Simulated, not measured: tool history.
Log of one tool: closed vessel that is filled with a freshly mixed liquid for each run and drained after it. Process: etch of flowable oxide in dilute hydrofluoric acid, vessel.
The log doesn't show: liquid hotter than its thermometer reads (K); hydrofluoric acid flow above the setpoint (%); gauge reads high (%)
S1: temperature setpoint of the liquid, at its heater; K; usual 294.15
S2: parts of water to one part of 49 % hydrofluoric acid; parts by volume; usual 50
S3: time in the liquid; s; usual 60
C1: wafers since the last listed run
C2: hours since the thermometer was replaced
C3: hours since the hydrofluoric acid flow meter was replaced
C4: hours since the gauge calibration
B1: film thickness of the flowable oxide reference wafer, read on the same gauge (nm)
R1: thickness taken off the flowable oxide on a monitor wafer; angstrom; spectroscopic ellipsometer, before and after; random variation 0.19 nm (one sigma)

{"run": 1, "hour": 0.0, "S1": 294.15, "S2": 60, "S3": 60, "C1": 0, "C2": 1147.3, "C3": 274.3, "C4": 88.4, "B1": 149.99, "R1": 310.1}
{"run": 2, "hour": 27.3, "S1": 294.15, "S2": 50, "S3": 60, "C1": 3723, "C2": 1174.6, "C3": 301.6, "C4": 115.7, "B1": 150.0, "R1": 379.0}
{"run": 3, "hour": 58.6, "S1": 294.15, "S2": 50, "S3": 60, "C1": 4269, "C2": 1205.9, "C3": 332.9, "C4": 147.0, "B1": 150.02, "R1": 377.6}
{"run": 4, "hour": 89.5, "S1": 294.15, "S2": 40, "S3": 60, "C1": 4214, "C2": 1236.8, "C3": 363.8, "C4": 177.9, "B1": 150.01, "R1": 470.3}
{"run": 5, "hour": 124.2, "S1": 294.15, "S2": 30, "S3": 60, "C1": 4732, "C2": 1271.5, "C3": 398.5, "C4": 212.6, "B1": 150.03, "R1": 644.8}
{"run": 6, "hour": 159.3, "S1": 294.15, "S2": 30, "S3": 60, "C1": 4787, "C2": 1306.6, "C3": 433.6, "C4": 247.7, "B1": 150.0, "R1": 641.8}
{"run": 7, "hour": 216.7, "S1": 294.15, "S2": 50, "S3": 60, "C1": 7829, "C2": 1364.0, "C3": 491.0, "C4": 305.1, "B1": 149.99, "R1": 376.6}
{"run": 8, "hour": 267.1, "S1": 294.15, "S2": 50, "S3": 60, "C1": 6874, "C2": 1414.4, "C3": 541.4, "C4": 355.5, "B1": 150.01, "R1": 375.3}
{"run": 9, "hour": 334.5, "S1": 294.15, "S2": 50, "S3": 50, "C1": 9193, "C2": 1481.8, "C3": 608.8, "C4": 422.9, "B1": 149.96, "R1": 315.2}
{"run": 10, "hour": 399.2, "S1": 294.15, "S2": 50, "S3": 50, "C1": 8824, "C2": 1546.5, "C3": 673.5, "C4": 487.6, "B1": 150.02, "R1": 312.9}
{"run": 11, "hour": 445.0, "S1": 294.15, "S2": 50, "S3": 75, "C1": 6246, "C2": 1592.3, "C3": 719.3, "C4": 533.4, "B1": 149.99, "R1": 469.9}
{"run": 12, "hour": 502.3, "S1": 294.15, "S2": 50, "S3": 75, "C1": 7815, "C2": 1649.6, "C3": 776.6, "C4": 590.7, "B1": 150.01, "R1": 469.7}
{"run": 13, "hour": 542.7, "S1": 294.15, "S2": 50, "S3": 75, "C1": 5510, "C2": 1690.0, "C3": 817.0, "C4": 631.1, "B1": 150.0, "R1": 472.3}
{"run": 14, "hour": 604.6, "S1": 290.65, "S2": 30, "S3": 60, "C1": 8442, "C2": 1751.9, "C3": 878.9, "C4": 693.0, "B1": 149.96, "R1": 554.0}
{"run": 15, "hour": 652.4, "S1": 294.15, "S2": 50, "S3": 60, "C1": 6519, "C2": 1799.7, "C3": 926.7, "C4": 740.8, "B1": 149.99, "R1": 375.5}
{"run": 16, "hour": 714.6, "S1": 294.15, "S2": 50, "S3": 30, "C1": 8483, "C2": 1861.9, "C3": 988.9, "C4": 803.0, "B1": 149.98, "R1": 187.0}
{"run": 17, "hour": 772.1, "S1": 298.15, "S2": 30, "S3": 30, "C1": 7842, "C2": 1919.4, "C3": 1046.4, "C4": 860.5, "B1": 150.05, "R1": 379.4}
{"hour": 812.4, "done": "thermometer replaced"}
{"run": 18, "hour": 816.1, "S1": 294.15, "S2": 50, "S3": 60, "C1": 5865, "C2": 3.7, "C3": 1090.4, "C4": 904.5, "B1": 150.02, "R1": 375.7}
{"run": 19, "hour": 873.2, "S1": 294.15, "S2": 50, "S3": 60, "C1": 7788, "C2": 60.8, "C3": 1147.5, "C4": 961.6, "B1": 149.99, "R1": 377.2}
{"run": 20, "hour": 929.4, "S1": 294.15, "S2": 50, "S3": 60, "C1": 7665, "C2": 117.0, "C3": 1203.7, "C4": 1017.8, "B1": 150.03, "R1": 374.8}
{"run": 21, "hour": 976.1, "S1": 294.15, "S2": 35, "S3": 90, "C1": 6369, "C2": 163.7, "C3": 1250.4, "C4": 1064.5, "B1": 150.03, "R1": 822.6}
{"run": 22, "hour": 1030.1, "S1": 294.15, "S2": 50, "S3": 60, "C1": 7365, "C2": 217.7, "C3": 1304.4, "C4": 1118.5, "B1": 150.0, "R1": 375.2}
{"hour": 1041.8, "done": "hydrofluoric acid flow meter replaced"}
{"run": 23, "hour": 1093.4, "S1": 298.65, "S2": 75, "S3": 60, "C1": 8497, "C2": 281.0, "C3": 51.6, "C4": 1181.8, "B1": 150.01, "R1": 292.5}
{"hour": 1102.6, "done": "gauge calibrated"}
{"run": 24, "hour": 1122.2, "S1": 294.15, "S2": 55, "S3": 40, "C1": 3928, "C2": 309.8, "C3": 80.4, "C4": 19.6, "B1": 149.98, "R1": 226.7}
{"run": 25, "hour": 1155.3, "S1": 298.65, "S2": 30, "S3": 90, "C1": 4514, "C2": 342.9, "C3": 113.5, "C4": 52.7, "B1": 149.99, "R1": 1159.1}
{"run": 26, "hour": 1188.9, "S1": 297.65, "S2": 50, "S3": 60, "C1": 4582, "C2": 376.5, "C3": 147.1, "C4": 86.3, "B1": 150.0, "R1": 436.0}
{"run": 27, "hour": 1232.6, "S1": 294.15, "S2": 50, "S3": 60, "C1": 5960, "C2": 420.2, "C3": 190.8, "C4": 130.0, "B1": 150.0, "R1": 373.6}
{"run": 28, "hour": 1297.8, "S1": 294.15, "S2": 25, "S3": 60, "C1": 8893, "C2": 485.4, "C3": 256.0, "C4": 195.2, "B1": 149.99, "R1": 781.2}
{"run": 29, "hour": 1336.0, "S1": 294.15, "S2": 50, "S3": 60, "C1": 5210, "C2": 523.6, "C3": 294.2, "C4": 233.4, "B1": 150.03, "R1": 373.4}
{"run": 30, "hour": 1518.9, "S1": 290.15, "S2": 35, "S3": 30, "C1": 24946, "C2": 706.5, "C3": 477.1, "C4": 416.3, "B1": 150.0, "R1": 231.2}
{"run": 31, "hour": 1543.6, "S1": 295.65, "S2": 75, "S3": 30, "C1": 3368, "C2": 731.2, "C3": 501.8, "C4": 441.0, "B1": 150.02, "R1": 129.4}
{"run": 32, "hour": 1587.3, "S1": 290.65, "S2": 35, "S3": 60, "C1": 5960, "C2": 774.9, "C3": 545.5, "C4": 484.7, "B1": 150.01, "R1": 472.9}
{"run": 33, "hour": 1622.7, "S1": 294.15, "S2": 50, "S3": 60, "C1": 4828, "C2": 810.3, "C3": 580.9, "C4": 520.1, "B1": 150.04, "R1": 374.7}

Hidden state at the last listed run before each entry between runs and at the first one after, where it differs:
Between runs 17 and 18: thermometer replaced (hour 812.4)
  no hidden state differs between the two runs
Between runs 22 and 23: hydrofluoric acid flow meter replaced (hour 1041.8)
  no hidden state differs between the two runs
Between runs 23 and 24: gauge calibrated (hour 1102.6)
  no hidden state differs between the two runs
